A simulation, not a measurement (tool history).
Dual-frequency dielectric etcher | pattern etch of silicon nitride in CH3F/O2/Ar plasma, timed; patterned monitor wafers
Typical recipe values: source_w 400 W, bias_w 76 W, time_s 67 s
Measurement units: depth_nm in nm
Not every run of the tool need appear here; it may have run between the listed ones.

| run | hour | source_w | bias_w | time_s | wafers since the last listed run | hours since the last wet clean | hours since the last source power generator calibration | hours since the last bias power generator calibration | hours since the last upper electrode change | hours since the gauge calibration | read-back reference wafer on the same gauge, depth_nm | depth_nm |
|---|---|---|---|---|---|---|---|---|---|---|---|---|
| 1 | 0 | 400 | 76 | 67 | 0 | 360 | 4148.3 | 1273.1 | 2630.6 | 119.1 | 44.03 | 49.02 |
| 2 | 15.3 | 400 | 76 | 67 | 175 | 375.3 | 4163.6 | 1288.4 | 2645.9 | 134.4 | 44 | 48.79 |
| 3 | 27.9 | 460 | 76 | 67 | 144 | 387.9 | 4176.2 | 1301 | 2658.5 | 147 | 43.98 | 50.86 |
| 4 | 45.3 | 460 | 76 | 67 | 199 | 405.3 | 4193.6 | 1318.4 | 2675.9 | 164.4 | 43.97 | 50.2 |
| 5 | 61.4 | 460 | 76 | 67 | 184 | 421.4 | 4209.7 | 1334.5 | 2692 | 180.5 | 44.03 | 50.68 |
|  | 94.6 | wet clean of the chamber |
| 6 | 95.1 | 400 | 76 | 67 | 111 | 0.5 | 4243.4 | 1368.2 | 2725.7 | 214.2 | 44.01 | 50.16 |
| 7 | 95.4 | 400 | 76 | 67 | 3 | 0.8 | 4243.7 | 1368.5 | 2726 | 214.5 | 43.99 | 49.88 |
| 8 | 102.5 | 400 | 76 | 67 | 81 | 7.9 | 4250.8 | 1375.6 | 2733.1 | 221.6 | 44 | 50.23 |
| 9 | 111.5 | 400 | 76 | 67 | 102 | 16.9 | 4259.8 | 1384.6 | 2742.1 | 230.6 | 43.98 | 49.96 |
| 10 | 120.7 | 400 | 76 | 67 | 105 | 26.1 | 4269 | 1393.8 | 2751.3 | 239.8 | 44.02 | 50.26 |
| 11 | 127.1 | 400 | 76 | 67 | 73 | 32.5 | 4275.4 | 1400.2 | 2757.7 | 246.2 | 43.98 | 50.09 |
| 12 | 133.9 | 400 | 76 | 67 | 77 | 39.3 | 4282.2 | 1407 | 2764.5 | 253 | 43.97 | 50.19 |

Estimate the outcome of run 13 from the log above:
| 13 | 149.6 | 400 | 76 | 67 | 179 | 55 | 4297.9 | 1422.7 | 2780.2 | 268.7 | ? | ? |

{"run 13": {"read-back reference wafer on the same gauge, depth_nm": 44.02, "depth_nm": 49.89}}
On a tool with no hidden condition, and with the same random variation, this run would have come out at depth_nm 50 nm.
